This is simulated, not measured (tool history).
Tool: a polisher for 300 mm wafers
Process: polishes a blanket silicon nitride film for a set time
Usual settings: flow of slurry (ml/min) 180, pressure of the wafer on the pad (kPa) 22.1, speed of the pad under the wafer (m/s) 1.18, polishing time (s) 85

run    hour  flow of slurry (ml/min)  pressure of the wafer on the pad (kPa)  speed of the pad under the wafer (m/s)  polishing time (s)  wafers since the last listed run  wafers polished on this pad  hours since the slurry nozzle was cleaned  hours since the head pressure was calibrated  incoming thickness of the incoming film, nm  film removed (angstrom)
  1       0                      180                                    22.1                                    1.18                  85                                 0                         1763                                      473.7                                          22.5                                          487                     1420
  2    99.5                      180                                    22.1                                    1.18                  85                              1296                         3060                                      573.2                                           122                                        494.3                     1399
      157.1  -- worn pad replaced by a new one
  3   174.9                      180                                    27.6                                    1.18                  85                               930                          232                                      648.6                                         197.4                                        487.9                     1785
  4   241.3                      180                                    22.1                                    1.18                  85                               865                         1097                                        715                                         263.8                                        487.5                     1424
      274.4  -- slurry nozzle cleaned
  5   300.3                      180                                    22.1                                    1.18                  85                               755                         1852                                       25.9                                         322.8                                        496.8                     1529
      302.6  -- head pressure recalibrated
  6     373                      180                                    22.1                                    1.18                  85                               921                         2773                                       98.6                                          70.4                                        497.6                     1488
  7   475.2                      180                                    22.1                                    1.18                  85                              1331                         4105                                      200.8                                         172.6                                        496.5                     1459
      524.3  -- worn pad replaced by a new one
  8   556.3                      180                                    22.1                                    1.18                  85                              1004                          416                                      281.9                                         253.7                                        496.2                     1484
  9   655.6                      180                                    22.1                                    1.18                  85                              1293                         1710                                      381.2                                           353                                        495.1                     1450
      671.4  -- head pressure recalibrated
 10   726.2                      180                                    22.1                                    1.18                  96                               893                         2604                                      451.8                                          54.8                                        496.3                     1610
 11     771                      180                                    22.1                                    1.18                  96                               583                         3187                                      496.6                                          99.6                                        488.3                     1606
 12   810.1                      180                                    22.1                                    1.18                  85                               509                         3697                                      535.7                                         138.7                                          491                     1422
 13   853.6                      180                                    22.1                                    1.18                  85                               566                         4263                                      579.2                                         182.2                                        492.6                     1400
      881.8  -- worn pad replaced by a new one
 14   928.4                      195                                    19.3                                    1.36                  85                               922                          606                                        654                                           257                                        497.7                     1472
 15   998.5                      180                                    22.1                                    0.98                  85                               913                         1520                                      724.1                                         327.1                                        491.8                     1248
     1037.6  -- head pressure recalibrated
 16  1072.2                      155                                    22.1                                    1.18                  85                               934                         2454                                      797.8                                          34.6                                        482.5                     1359
     1153.3  -- slurry nozzle cleaned
 17  1156.7                      180                                    22.1                                    1.18                  85                              1087                         3541                                        3.4                                         119.1                                        496.2                     1490
     1242.4  -- worn pad replaced by a new one
 18  1256.3                      180                                    22.1                                    1.18                  99                              1245                          181                                        103                                         218.7                                        495.6                     1798
 19  1301.1                      180                                    22.1                                    1.06                  85                               583                          765                                      147.8                                         263.5                                        486.9                     1402
 20  1352.8                      220                                    22.1                                    0.78                  85                               673                         1438                                      199.5                                         315.2                                        495.9                     1102
 21  1405.4                      180                                    22.1                                    1.18                  85                               685                         2123                                      252.1                                         367.8                                        491.3                     1475
     1437.1  -- head pressure recalibrated
 22    1454                      155                                    16.5                                    1.08                  71                               607                         2730                                      300.7                                          16.9                                        489.3                      836
 23  1509.2                      200                                    22.1                                    1.18                  85                               719                         3449                                      355.9                                          72.1                                        494.2                     1460
     1573.2  -- worn pad replaced by a new one
 24  1590.6                      140                                    22.1                                     1.3                  69                              1008                          226                                      437.3                                         153.5                                        489.7                     1248
 25  1683.7                      180                                    25.5                                     0.9                  74                              1212                         1439                                      530.4                                         246.6                                        491.6                     1172

5 ways to go on from here, each from the tool as it stands after run 25. What would each give?
  A  1684.1                      180                                    22.1                                    1.18                  85                                 5                         1444                                      530.8                                           247                                          493                        ?
  B  1684.1                      205                                    22.1                                    1.32                  97                                 5                         1444                                      530.8                                           247                                          493                        ?
  C  1684.1                      180                                    22.1                                    1.18                  97                                 5                         1444                                      530.8                                           247                                          493                        ?
  D  1684.1                      180                                    22.1                                     1.3                  77                                 5                         1444                                      530.8                                           247                                          493                        ?
  E  1684.1                      195                                    22.1                                    1.18                  85                                 5                         1444                                      530.8                                           247                                          493                        ?

run  film removed (angstrom)
  A                     1453
  B                     1863
  C                     1658
  D                     1423
  E                     1478
Without the tool's hidden state the same runs would have given:
run  film removed (angstrom)
  A                     1589
  B                     2023
  C                     1814
  D                     1556
  E                     1609

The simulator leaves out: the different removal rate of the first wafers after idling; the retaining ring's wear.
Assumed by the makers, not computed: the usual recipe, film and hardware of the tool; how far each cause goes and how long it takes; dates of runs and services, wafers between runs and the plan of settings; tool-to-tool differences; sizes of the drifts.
